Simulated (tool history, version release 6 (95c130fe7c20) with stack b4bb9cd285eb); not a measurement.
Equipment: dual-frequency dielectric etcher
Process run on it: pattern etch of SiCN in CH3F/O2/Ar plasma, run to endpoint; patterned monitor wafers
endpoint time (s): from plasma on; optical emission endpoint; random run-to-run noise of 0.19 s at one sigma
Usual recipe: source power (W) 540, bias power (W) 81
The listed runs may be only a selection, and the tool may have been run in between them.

| run | day | source power (W) | bias power (W) | incoming incoming film thickness, nm | endpoint time (s) |
|---|---|---|---|---|---|
| 1 | 0.000 | 540 | 81 | 10.48 | 24.7 |
| 2 | 0.521 | 540 | 81 | 10.40 | 25.2 |
| 3 | 0.879 | 540 | 81 | 10.52 | 25.2 |
| 4 | 1.192 | 630 | 81 | 10.60 | 24.6 |
| 5 | 1.583 | 630 | 81 | 10.55 | 24.4 |
| 6 | 2.188 | 540 | 90 | 10.61 | 24.4 |
| 7 | 2.833 | 540 | 90 | 10.49 | 23.8 |
| 8 | 3.225 | 540 | 81 | 10.48 | 25.1 |
| 9 | 3.854 | 540 | 81 | 10.54 | 25.7 |
|  | 5.104 | wet clean of the chamber |
| 10 | 5.125 | 540 | 81 | 10.44 | 24.4 |
| 11 | 5.138 | 540 | 81 | 10.53 | 25.1 |
| 12 | 5.758 | 540 | 81 | 10.46 | 24.8 |
| 13 | 6.233 | 540 | 81 | 10.40 | 25.1 |
| 14 | 6.658 | 540 | 81 | 10.54 | 25.3 |
| 15 | 7.104 | 610 | 81 | 10.50 | 23.7 |
| 16 | 7.775 | 480 | 89 | 10.53 | 24.6 |
| 17 | 8.233 | 590 | 64 | 10.57 | 27.7 |
| 18 | 8.579 | 540 | 97 | 10.48 | 22.9 |
| 19 | 8.888 | 540 | 91 | 10.47 | 23.5 |
| 20 | 9.138 | 540 | 81 | 10.52 | 25.0 |
| 21 | 9.888 | 540 | 81 | 10.47 | 24.7 |
| 22 | 10.221 | 660 | 63 | 10.48 | 26.8 |
|  | 10.754 | source power generator calibrated |
| 23 | 10.775 | 420 | 90 | 10.45 | 25.4 |
| 24 | 11.129 | 480 | 67 | 10.53 | 29.0 |
| 25 | 11.567 | 680 | 96 | 10.51 | 21.7 |
|  | 12.121 | bias power generator calibrated |
|  | 12.671 | upper electrode replaced |
| 26 | 12.692 | 540 | 96 | 10.56 | 23.2 |
| 27 | 12.704 | 660 | 63 | 10.45 | 26.9 |
| 28 | 13.079 | 650 | 81 | 10.55 | 24.0 |
| 29 | 13.775 | 620 | 100 | 10.38 | 21.6 |
| 30 | 14.296 | 540 | 81 | 10.50 | 25.3 |
| 31 | 14.754 | 540 | 81 | 10.27 | 24.7 |
| 32 | 15.342 | 490 | 88 | 10.64 | 25.6 |
| 33 | 15.938 | 650 | 76 | 10.47 | 25.0 |
| 34 | 16.308 | 600 | 92 | 10.43 | 22.9 |
| 35 | 16.912 | 540 | 81 | 10.45 | 25.3 |
| 36 | 17.250 | 470 | 72 | 10.43 | 28.3 |

Here are 3 independent what-if runs from the current tool condition. What would each one return?
| A | 17.267 | 540 | 81 | 10.48 | ? |
| B | 17.267 | 470 | 81 | 10.48 | ? |
| C | 17.267 | 400 | 74 | 10.48 | ? |

| run | endpoint time (s) |
|---|---|
| A | 25.7 |
| B | 26.8 |
| C | 29.4 |
Stripped of hidden state, with their random variation kept, the same runs would have yielded:
| run | endpoint time (s) |
|---|---|
| A | 24.8 |
| B | 25.8 |
| C | 28.4 |
